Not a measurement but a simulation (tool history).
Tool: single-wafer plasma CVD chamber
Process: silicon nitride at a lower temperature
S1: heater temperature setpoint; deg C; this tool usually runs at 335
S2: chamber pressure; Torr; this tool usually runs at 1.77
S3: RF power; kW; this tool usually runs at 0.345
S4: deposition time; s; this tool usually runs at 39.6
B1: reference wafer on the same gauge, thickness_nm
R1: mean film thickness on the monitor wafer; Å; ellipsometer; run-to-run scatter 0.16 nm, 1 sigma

run	hour	S1	S2	S3	S4	B1	R1
1	0.0	335	1.77	0.345	39.6	55.675	525.17
2	180.9	335	1.77	0.345	39.6	55.699	523.64
3	222.0	335	1.77	0.345	39.6	55.636	523.68
# hour 249.5: thermocouple changed; heater temperature recalibrated
4	273.5	335	1.77	0.345	39.6	55.679	524.04
5	415.9	335	1.77	0.345	39.6	55.767	522.35
6	599.7	335	1.77	0.345	39.6	55.764	522.57
7	700.0	335	2.09	0.345	42.0	55.658	567.48
8	744.7	335	1.77	0.345	39.6	55.709	518.16
# hour 781.9: gauge calibrated
9	798.7	335	1.77	0.345	39.6	55.724	515.98
10	894.7	335	1.77	0.345	39.6	55.638	518.51
11	973.4	335	1.77	0.345	45.8	55.663	598.90
12	1074.4	335	1.77	0.345	45.8	55.629	594.95
13	1148.3	335	1.77	0.345	39.6	55.664	515.33
14	1210.4	326	2.14	0.365	45.9	55.623	636.23
15	1267.6	348	1.77	0.345	44.5	55.657	573.45
16	1329.1	323	2.08	0.345	39.6	55.765	533.69
17	1374.4	335	1.77	0.345	39.6	55.679	515.45
18	1425.0	346	1.50	0.295	43.0	55.727	498.19
19	1510.7	350	1.61	0.315	36.7	55.715	444.08
# hour 1549.7: capacitance manometer re-zeroed and calibrated
# hour 1574.1: showerhead replaced
20	1574.6	335	1.52	0.320	39.6	55.676	480.03
# hour 1584.0: RF generator calibrated
# hour 1652.0: thermocouple changed; heater temperature recalibrated
21	1655.9	327	1.77	0.345	33.6	55.746	445.06
22	1757.4	335	1.77	0.345	34.8	55.704	458.67
23	1833.5	335	1.61	0.345	39.6	55.645	517.24
24	1939.6	335	1.77	0.345	39.6	55.677	519.98
25	2017.6	320	1.77	0.345	39.6	55.669	526.99
26	2084.4	335	2.19	0.345	39.6	55.724	540.31
27	2136.1	335	1.65	0.345	39.6	55.724	517.09

Forecast each of these 5 alternatives for the next run:
A	2136.5	335	1.77	0.345	44.6	?	?
B	2136.5	348	1.77	0.345	44.8	?	?
C	2136.5	321	1.92	0.345	39.6	?	?
D	2136.5	329	2.03	0.395	44.5	?	?
E	2136.5	335	1.52	0.345	47.3	?	?

run	B1	R1
A	55.741	585.93
B	55.741	585.85
C	55.741	530.18
D	55.741	642.91
E	55.741	605.95
What these runs would have given with no unlogged condition in the tool:
run	R1
A	591.53
B	591.45
C	535.26
D	649.06
E	611.75

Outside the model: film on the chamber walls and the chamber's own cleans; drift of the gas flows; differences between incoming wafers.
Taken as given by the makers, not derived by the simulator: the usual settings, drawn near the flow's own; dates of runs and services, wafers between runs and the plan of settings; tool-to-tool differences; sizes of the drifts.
